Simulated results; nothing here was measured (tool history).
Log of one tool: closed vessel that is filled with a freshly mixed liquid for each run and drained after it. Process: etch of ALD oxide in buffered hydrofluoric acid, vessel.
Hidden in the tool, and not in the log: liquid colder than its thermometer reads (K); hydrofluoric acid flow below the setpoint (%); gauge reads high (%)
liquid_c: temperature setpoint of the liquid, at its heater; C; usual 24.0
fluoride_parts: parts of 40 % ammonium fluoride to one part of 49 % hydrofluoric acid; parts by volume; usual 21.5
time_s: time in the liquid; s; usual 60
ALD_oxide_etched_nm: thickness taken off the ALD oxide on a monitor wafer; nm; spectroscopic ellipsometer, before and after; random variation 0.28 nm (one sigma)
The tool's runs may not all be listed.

| run | hour | liquid_c | fluoride_parts | time_s | wafers since the last listed run | hours since the thermometer was replaced | hours since the hydrofluoric acid flow meter was replaced | hours since the gauge calibration | read-back film thickness of the ALD oxide reference wafer, read on the same gauge (nm) | ALD_oxide_etched_nm |
|---|---|---|---|---|---|---|---|---|---|---|
| 1 | 0.0 | 24.0 | 24.5 | 85 | 0 | 499.0 | 841.7 | 436.3 | 150.00 | 71.22 |
| 2 | 49.8 | 24.0 | 21.5 | 60 | 5910 | 548.8 | 891.5 | 486.1 | 149.99 | 54.08 |
| 3 | 83.7 | 24.0 | 21.5 | 60 | 4023 | 582.7 | 925.4 | 520.0 | 149.99 | 54.41 |
|  | 86.9 | hydrofluoric acid flow meter replaced |
| 4 | 144.1 | 24.0 | 21.5 | 50 | 7049 | 643.1 | 57.2 | 580.4 | 150.02 | 45.51 |
| 5 | 190.3 | 24.0 | 21.5 | 50 | 5483 | 689.3 | 103.4 | 626.6 | 150.01 | 44.85 |
|  | 211.2 | thermometer replaced |
| 6 | 234.7 | 24.0 | 21.5 | 60 | 5150 | 23.5 | 147.8 | 671.0 | 149.99 | 57.51 |
| 7 | 286.8 | 24.0 | 21.5 | 60 | 6183 | 75.6 | 199.9 | 723.1 | 150.00 | 56.92 |
| 8 | 352.9 | 24.0 | 21.5 | 60 | 7845 | 141.7 | 266.0 | 789.2 | 150.00 | 56.50 |
| 9 | 408.1 | 24.0 | 21.5 | 60 | 6551 | 196.9 | 321.2 | 844.4 | 150.00 | 56.36 |
| 10 | 448.8 | 24.0 | 21.5 | 60 | 4830 | 237.6 | 361.9 | 885.1 | 150.01 | 56.09 |
| 11 | 508.4 | 24.0 | 21.5 | 60 | 7073 | 297.2 | 421.5 | 944.7 | 150.00 | 55.45 |
|  | 512.6 | gauge calibrated |
| 12 | 557.1 | 24.0 | 21.5 | 60 | 5779 | 345.9 | 470.2 | 44.5 | 150.00 | 55.99 |
| 13 | 611.5 | 24.0 | 21.5 | 60 | 6456 | 400.3 | 524.6 | 98.9 | 150.01 | 55.29 |
| 14 | 635.8 | 27.0 | 17.0 | 30 | 2884 | 424.6 | 548.9 | 123.2 | 150.00 | 40.47 |
| 15 | 677.7 | 21.5 | 19.0 | 50 | 4972 | 466.5 | 590.8 | 165.1 | 150.00 | 44.46 |
| 16 | 715.4 | 24.0 | 21.5 | 60 | 4474 | 504.2 | 628.5 | 202.8 | 150.00 | 54.84 |
| 17 | 754.3 | 24.0 | 21.5 | 60 | 4616 | 543.1 | 667.4 | 241.7 | 149.99 | 55.06 |
| 18 | 783.8 | 24.0 | 21.5 | 60 | 3501 | 572.6 | 696.9 | 271.2 | 149.98 | 54.96 |
|  | 800.3 | hydrofluoric acid flow meter replaced |
| 19 | 845.1 | 27.0 | 16.5 | 50 | 7156 | 633.9 | 44.8 | 332.5 | 149.99 | 68.41 |
| 20 | 913.6 | 26.0 | 13.0 | 80 | 8129 | 702.4 | 113.3 | 401.0 | 150.03 | 129.25 |
|  | 915.2 | thermometer replaced |
| 21 | 939.3 | 24.0 | 26.5 | 60 | 2931 | 24.1 | 139.0 | 426.7 | 150.01 | 49.40 |
| 22 | 983.6 | 19.5 | 29.5 | 30 | 5257 | 68.4 | 183.3 | 471.0 | 149.99 | 17.78 |
| 23 | 1047.8 | 24.0 | 21.5 | 60 | 7619 | 132.6 | 247.5 | 535.2 | 149.99 | 57.33 |
| 24 | 1093.7 | 24.0 | 21.5 | 60 | 5447 | 178.5 | 293.4 | 581.1 | 149.98 | 56.80 |
| 25 | 1161.4 | 24.0 | 30.0 | 60 | 8034 | 246.2 | 361.1 | 648.8 | 149.99 | 44.62 |
| 26 | 1221.0 | 24.0 | 28.0 | 60 | 7073 | 305.8 | 420.7 | 708.4 | 149.99 | 46.92 |

Forecast each of these 4 alternatives for the next run:
| A | 1221.7 | 24.0 | 15.5 | 60 | 83 | 306.5 | 421.4 | 709.1 | ? | ? |
| B | 1221.7 | 24.0 | 19.0 | 60 | 83 | 306.5 | 421.4 | 709.1 | ? | ? |
| C | 1221.7 | 24.0 | 25.0 | 80 | 83 | 306.5 | 421.4 | 709.1 | ? | ? |
| D | 1221.7 | 27.5 | 17.5 | 60 | 83 | 306.5 | 421.4 | 709.1 | ? | ? |

| run | read-back film thickness of the ALD oxide reference wafer, read on the same gauge (nm) | ALD_oxide_etched_nm |
|---|---|---|
| A | 150.01 | 75.60 |
| B | 150.01 | 61.86 |
| C | 150.01 | 67.25 |
| D | 150.01 | 81.12 |
Without the tool's hidden state the same runs would have given:
| run | ALD_oxide_etched_nm |
|---|---|
| A | 77.70 |
| B | 63.58 |
| C | 69.12 |
| D | 83.32 |
